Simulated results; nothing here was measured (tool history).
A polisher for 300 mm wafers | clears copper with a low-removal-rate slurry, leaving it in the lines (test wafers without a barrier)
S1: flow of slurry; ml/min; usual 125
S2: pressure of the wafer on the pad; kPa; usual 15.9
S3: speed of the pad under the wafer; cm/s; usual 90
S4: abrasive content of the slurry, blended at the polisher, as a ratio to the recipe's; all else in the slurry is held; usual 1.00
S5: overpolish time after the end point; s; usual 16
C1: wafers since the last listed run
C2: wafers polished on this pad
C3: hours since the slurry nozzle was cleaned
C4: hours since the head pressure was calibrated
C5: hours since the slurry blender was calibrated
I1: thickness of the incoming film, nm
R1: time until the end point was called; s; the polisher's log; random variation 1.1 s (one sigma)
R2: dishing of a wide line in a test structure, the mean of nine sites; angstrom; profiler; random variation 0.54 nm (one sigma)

run,hour,S1,S2,S3,S4,S5,C1,C2,C3,C4,C5,I1,R1,R2
1,0.0,125,15.9,90,1.00,16,0,128,206.1,207.0,222.5,267.4,120.8,238
2,14.7,125,15.9,90,1.00,16,69,198,220.8,221.7,237.2,265.5,122.0,240
3,43.0,125,15.9,90,1.00,16,133,331,249.1,250.0,265.5,266.7,124.8,241
# hour 64.3: slurry nozzle cleaned
4,78.9,125,15.9,90,1.00,16,164,495,14.6,285.9,301.4,265.1,114.4,252
5,113.9,125,15.9,90,1.00,16,164,660,49.6,320.9,336.4,269.7,117.5,255
6,127.9,125,15.9,90,1.00,16,65,726,63.6,334.9,350.4,264.1,115.1,254
7,156.4,80,15.9,90,1.00,13,134,860,92.1,363.4,378.9,261.9,130.7,184
# hour 183.6: worn pad replaced by a new one
8,184.1,105,15.9,90,1.00,16,111,2,119.8,391.1,406.6,263.2,119.8,242
# hour 204.2: head pressure recalibrated
9,213.8,135,11.0,106,1.00,13,130,132,149.5,9.6,436.3,262.6,142.1,166
10,235.3,125,15.9,90,1.00,16,101,233,171.0,31.1,457.8,263.6,116.7,253
11,247.4,100,20.0,118,1.20,16,56,290,183.1,43.2,469.9,263.2,72.0,389
12,261.7,125,15.9,90,1.00,16,67,358,197.4,57.5,484.2,264.1,119.3,243
# hour 299.0: slurry blender recalibrated
13,299.5,125,11.7,82,1.25,16,168,526,235.2,95.3,0.5,264.9,159.3,188
14,311.6,125,12.4,62,1.00,9,56,583,247.3,107.4,12.6,264.9,215.8,79
15,324.7,160,19.3,104,1.25,16,61,645,260.4,120.5,25.7,264.9,72.5,387
# hour 378.6: slurry nozzle cleaned
16,388.6,125,15.9,72,1.00,16,296,941,10.0,184.4,89.6,267.7,143.4,214
17,415.9,110,15.9,90,0.85,12,128,1069,37.3,211.7,116.9,264.8,124.2,189
18,440.7,115,17.9,80,1.00,7,116,1186,62.1,236.5,141.7,265.0,116.5,118
# hour 448.9: worn pad replaced by a new one
19,525.6,85,20.0,90,1.00,16,380,361,147.0,321.4,226.6,262.1,104.4,285
20,549.6,125,12.4,90,1.00,16,112,474,171.0,345.4,250.6,266.3,150.1,196
21,570.5,125,12.4,60,1.10,12,98,572,191.9,366.3,271.5,263.8,217.0,106
22,596.1,125,15.9,90,1.00,16,120,693,217.5,391.9,297.1,263.1,117.2,245
23,621.4,125,15.9,90,1.00,16,119,812,242.8,417.2,322.4,261.6,123.3,246
# hour 626.7: head pressure recalibrated
24,648.6,125,13.8,108,1.20,16,118,930,270.0,21.9,349.6,266.1,115.0,266
# hour 663.1: slurry nozzle cleaned
# hour 668.0: worn pad replaced by a new one
25,669.5,90,15.9,68,1.00,16,74,7,6.4,42.8,370.5,263.6,167.0,178
26,681.7,125,15.9,90,1.00,16,57,64,18.6,55.0,382.7,265.8,114.6,254
27,705.5,125,15.9,90,1.00,16,112,176,42.4,78.8,406.5,261.3,115.5,260
# hour 709.5: slurry blender recalibrated
28,727.0,125,15.9,102,1.00,25,91,268,63.9,100.3,17.5,266.9,98.0,420

4 ways to go on from here, each from the tool as it stands after run 28. What would each give?
A,727.5,125,15.9,90,1.00,16,2,270,64.4,100.8,18.0,262.2,?,?
B,727.5,125,13.1,90,1.00,22,2,270,64.4,100.8,18.0,262.2,?,?
C,727.5,125,15.9,60,1.00,20,2,270,64.4,100.8,18.0,262.2,?,?
D,727.5,90,15.9,78,0.85,16,2,270,64.4,100.8,18.0,262.2,?,?

run,R1,R2
A,110.0,271
B,133.2,301
C,165.0,230
D,147.1,208
Without the tool's hidden state the same runs would have given:
run,R1,R2
A,107.5,277
B,130.2,307
C,161.3,235
D,143.3,213
